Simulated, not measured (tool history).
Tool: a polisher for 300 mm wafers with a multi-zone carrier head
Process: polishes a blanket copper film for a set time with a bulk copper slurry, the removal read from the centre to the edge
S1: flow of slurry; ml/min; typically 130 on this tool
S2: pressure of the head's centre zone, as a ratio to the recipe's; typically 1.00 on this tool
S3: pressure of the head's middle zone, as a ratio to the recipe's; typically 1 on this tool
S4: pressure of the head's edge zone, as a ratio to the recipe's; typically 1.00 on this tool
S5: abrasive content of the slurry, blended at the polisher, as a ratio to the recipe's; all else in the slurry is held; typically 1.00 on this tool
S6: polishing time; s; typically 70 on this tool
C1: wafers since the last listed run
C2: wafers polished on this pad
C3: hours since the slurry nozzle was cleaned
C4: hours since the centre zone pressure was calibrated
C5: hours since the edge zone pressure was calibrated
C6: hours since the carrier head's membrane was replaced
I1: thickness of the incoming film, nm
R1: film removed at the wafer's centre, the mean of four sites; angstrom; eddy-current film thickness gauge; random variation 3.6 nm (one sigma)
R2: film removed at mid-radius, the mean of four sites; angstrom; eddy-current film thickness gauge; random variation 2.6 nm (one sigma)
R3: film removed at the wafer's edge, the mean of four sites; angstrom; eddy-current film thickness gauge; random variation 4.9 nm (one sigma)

Run 1, day 0.000: usual settings but S1 165 ml/min; C1 0; C2 442; C3 311.4; C4 1516.4; C5 908.1; C6 920.0; I1 3204.6. Result: R1 3588 angstrom, R2 3550 angstrom, R3 3549 angstrom.
Run 2, day 0.550: usual settings but S1 165 ml/min; C1 180; C2 622; C3 324.6; C4 1529.6; C5 921.3; C6 933.2; I1 3250.7. Result: R1 3520 angstrom, R2 3489 angstrom, R3 3544 angstrom.
Run 3, day 1.246: usual settings but S1 165 ml/min; C1 227; C2 849; C3 341.3; C4 1546.3; C5 938.0; C6 949.9; I1 3264.6. Result: R1 3466 angstrom, R2 3434 angstrom, R3 3418 angstrom.
Run 4, day 1.688: usual settings; C1 144; C2 994; C3 351.9; C4 1556.9; C5 948.6; C6 960.5; I1 3221.5. Result: R1 3061 angstrom, R2 3096 angstrom, R3 3264 angstrom.
Run 5, day 1.950: usual settings; C1 85; C2 1080; C3 358.2; C4 1563.2; C5 954.9; C6 966.8; I1 3162.7. Result: R1 3005 angstrom, R2 3047 angstrom, R3 3270 angstrom.
At day 2.617: edge zone pressure recalibrated.
At day 2.692: worn pad replaced by a new one.
At day 2.779: carrier head's membrane replaced by a new one.
Run 6, day 2.800: usual settings; C1 198; C2 7; C3 378.6; C4 1583.6; C5 4.4; C6 0.5; I1 3297.6. Result: R1 3199 angstrom, R2 3227 angstrom, R3 3378 angstrom.
Run 7, day 3.121: usual settings; C1 105; C2 112; C3 386.3; C4 1591.3; C5 12.1; C6 8.2; I1 3277.8. Result: R1 3125 angstrom, R2 3253 angstrom, R3 3438 angstrom.
Run 8, day 3.788: usual settings but S1 115 ml/min, S4 0.89, S5 0.75, S6 93 s; C1 218; C2 330; C3 402.3; C4 1607.3; C5 28.1; C6 24.2; I1 3242.2. Result: R1 3527 angstrom, R2 3637 angstrom, R3 3754 angstrom.
At day 4.167: centre zone pressure recalibrated.
Run 9, day 4.333: usual settings; C1 151; C2 481; C3 415.4; C4 4.0; C5 41.2; C6 37.3; I1 3221.0. Result: R1 3131 angstrom, R2 3151 angstrom, R3 3315 angstrom.
Run 10, day 4.954: usual settings but S4 0.96; C1 203; C2 685; C3 430.3; C4 18.9; C5 56.1; C6 52.2; I1 3252.3. Result: R1 3051 angstrom, R2 3118 angstrom, R3 3232 angstrom.

Predict the results of run 11:
At day 5.438: slurry nozzle cleaned.
Run 11, day 5.658: usual settings but S1 110 ml/min, S2 1.09, S6 60 s; C1 216; C2 901; C3 5.3; C4 35.8; C5 73.0; C6 69.1; I1 3209.9. Result: R1 ?, R2 ?, R3 ?.

{"run 11": {"R1": 3188, "R2": 2940, "R3": 2946}}
Minus the tool's unlogged condition, the same run would have read R1 3457 angstrom, R2 3181 angstrom, R3 3169 angstrom.
